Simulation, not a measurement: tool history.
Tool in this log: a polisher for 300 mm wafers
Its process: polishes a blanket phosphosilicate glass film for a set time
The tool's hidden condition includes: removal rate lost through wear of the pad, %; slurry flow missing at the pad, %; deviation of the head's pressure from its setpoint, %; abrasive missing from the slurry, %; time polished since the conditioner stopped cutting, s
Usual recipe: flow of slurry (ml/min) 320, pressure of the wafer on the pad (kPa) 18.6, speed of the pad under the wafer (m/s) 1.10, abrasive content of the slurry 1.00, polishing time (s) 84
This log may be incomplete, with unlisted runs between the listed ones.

run     day  flow of slurry (ml/min)  pressure of the wafer on the pad (kPa)  speed of the pad under the wafer (m/s)  abrasive content of the slurry  polishing time (s)  wafers since the last listed run  wafers polished on this pad  hours since the slurry nozzle was cleaned  hours since the head pressure was calibrated  hours since the slurry blender was calibrated  hours since the conditioning disc was replaced  incoming thickness of the incoming film, nm  film removed (nm)
  1   0.000                      320                                    18.6                                    1.10                            0.85                  84                                 0                         2097                                      180.5                                         277.4                                          245.0                                           382.0                                       4803.4              487.6
      3.254  -- conditioning disc replaced and pad reconditioned
  2   6.908                      320                                    18.6                                    1.10                            0.85                  84                              2190                         4288                                      346.3                                         443.2                                          410.8                                            87.7                                       4697.3              498.7
      7.833  -- slurry blender recalibrated
  3   8.712                      320                                    18.6                                    1.10                            1.00                  84                               552                         4840                                      389.6                                         486.5                                           21.1                                           131.0                                       4771.9              601.7
      9.621  -- worn pad replaced by a new one
  4  11.596                      320                                    18.6                                    1.10                            1.00                  84                               871                          633                                      458.8                                         555.7                                           90.3                                           200.2                                       4762.8              578.7
     12.371  -- head pressure recalibrated
  5  13.396                      320                                    18.6                                    1.10                            1.00                  84                               550                         1184                                      502.0                                          24.6                                          133.5                                           243.4                                       4754.2              560.7
     16.021  -- slurry nozzle cleaned
     19.508  -- conditioning disc replaced and pad reconditioned
  6  20.112                      320                                    23.4                                    1.10                            1.00                  84                              2115                         3299                                       98.2                                         185.8                                          294.7                                            14.5                                       4724.4              690.1
     26.625  -- slurry blender recalibrated
  7  27.208                      320                                    23.4                                    1.10                            1.00                  84                              2250                         5549                                      268.5                                         356.1                                           14.0                                           184.8                                       4711.6              722.6
     29.012  -- worn pad replaced by a new one, of another model than before
  8  29.575                      320                                    18.6                                    1.10                            1.00                  84                               706                          180                                      325.3                                         412.9                                           70.8                                           241.6                                       4673.7              584.5
  9  35.900                      285                                    18.6                                    1.10                            1.00                  93                              2029                         2210                                      477.1                                         564.7                                          222.6                                           393.4                                       4749.8              617.0
     36.446  -- conditioning disc replaced and pad reconditioned
 10  37.150                      320                                    23.4                                    0.86                            1.00                  84                               374                         2584                                      507.1                                         594.7                                          252.6                                            16.9                                       4669.9              510.1
     38.621  -- slurry nozzle cleaned
     39.571  -- head pressure recalibrated
     42.988  -- slurry blender recalibrated
 11  45.450                      320                                    24.1                                    1.10                            1.00                  84                              2596                         5181                                      163.9                                         141.1                                           59.1                                           216.1                                       4792.7              671.5
 12  46.608                      320                                    18.6                                    1.10                            1.00                  71                               371                         5553                                      191.7                                         168.9                                           86.9                                           243.9                                       4694.7              485.9
 13  49.379                      320                                    18.6                                    1.10                            1.00                  84                               889                         6442                                      258.2                                         235.4                                          153.4                                           310.4                                       4774.2              567.5
     49.596  -- worn pad replaced by a new one
 14  52.104                      320                                    18.6                                    1.10                            1.00                  84                               821                          805                                      323.6                                         300.8                                          218.8                                           375.8                                       4792.2              572.9
 15  53.383                      265                                    18.6                                    1.10                            1.00                  93                               410                         1215                                      354.3                                         331.5                                          249.5                                           406.5                                       4746.5              618.6
 16  54.825                      320                                    18.6                                    1.10                            1.00                 108                               462                         1678                                      388.9                                         366.1                                          284.1                                           441.1                                       4738.8              711.3
     55.417  -- conditioning disc replaced and pad reconditioned
 17  56.433                      290                                    18.6                                    1.10                            1.20                  84                               489                         2167                                      427.5                                         404.7                                          322.7                                            24.4                                       4806.7              629.8
 18  58.554                      320                                    18.6                                    1.10                            1.00                  84                               680                         2848                                      478.4                                         455.6                                          373.6                                            75.3                                       4715.1              570.6
     60.312  -- slurry blender recalibrated
 19  60.458                      320                                    18.6                                    1.10                            1.00                  84                               584                         3432                                      524.1                                         501.3                                            3.5                                           121.0                                       4821.0              610.4
 20  61.904                      320                                    18.6                                    1.10                            1.00                  84                               463                         3896                                      558.8                                         536.0                                           38.2                                           155.7                                       4755.9              600.2
 21  62.933                      355                                    18.6                                    0.78                            1.00                  84                               330                         4226                                      583.5                                         560.7                                           62.9                                           180.4                                       4792.8              455.1
     64.917  -- head pressure recalibrated
 22  65.358                      320                                    18.6                                    1.36                            1.00                  84                               751                         4978                                      641.7                                          10.6                                          121.1                                           238.6                                       4719.7              698.5
     65.946  -- slurry nozzle cleaned
 23  66.554                      425                                    18.6                                    1.10                            1.30                  84                               370                         5348                                       14.6                                          39.3                                          149.8                                           267.3                                       4792.4              683.6
 24  69.304                      380                                    18.6                                    1.10                            1.00                  84                               882                         6231                                       80.6                                         105.3                                          215.8                                           333.3                                       4755.4              581.6
     69.529  -- worn pad replaced by a new one
 25  71.833                      320                                    13.8                                    1.40                            0.75                  84                               758                          739                                      141.3                                         166.0                                          276.5                                           394.0                                       4803.8              474.1

Branching from run 25: 4 alternative next runs. What would each branch give?
  A  71.850                      320                                    18.6                                    1.10                            1.00                  84                                 5                          745                                      141.7                                         166.4                                          276.9                                           394.4                                       4716.1                  ?
  B  71.850                      390                                    18.6                                    1.00                            1.25                  84                                 5                          745                                      141.7                                         166.4                                          276.9                                           394.4                                       4716.1                  ?
  C  71.850                      320                                    20.7                                    1.10                            0.80                  57                                 5                          745                                      141.7                                         166.4                                          276.9                                           394.4                                       4716.1                  ?
  D  71.850                      265                                    13.1                                    1.10                            1.00                  84                                 5                          745                                      141.7                                         166.4                                          276.9                                           394.4                                       4716.1                  ?

run  film removed (nm)
  A              571.8
  B              619.9
  C              346.6
  D              466.7
Without the tool's hidden state the same runs would have given:
run  film removed (nm)
  A              616.1
  B              660.4
  C              378.1
  D              502.8
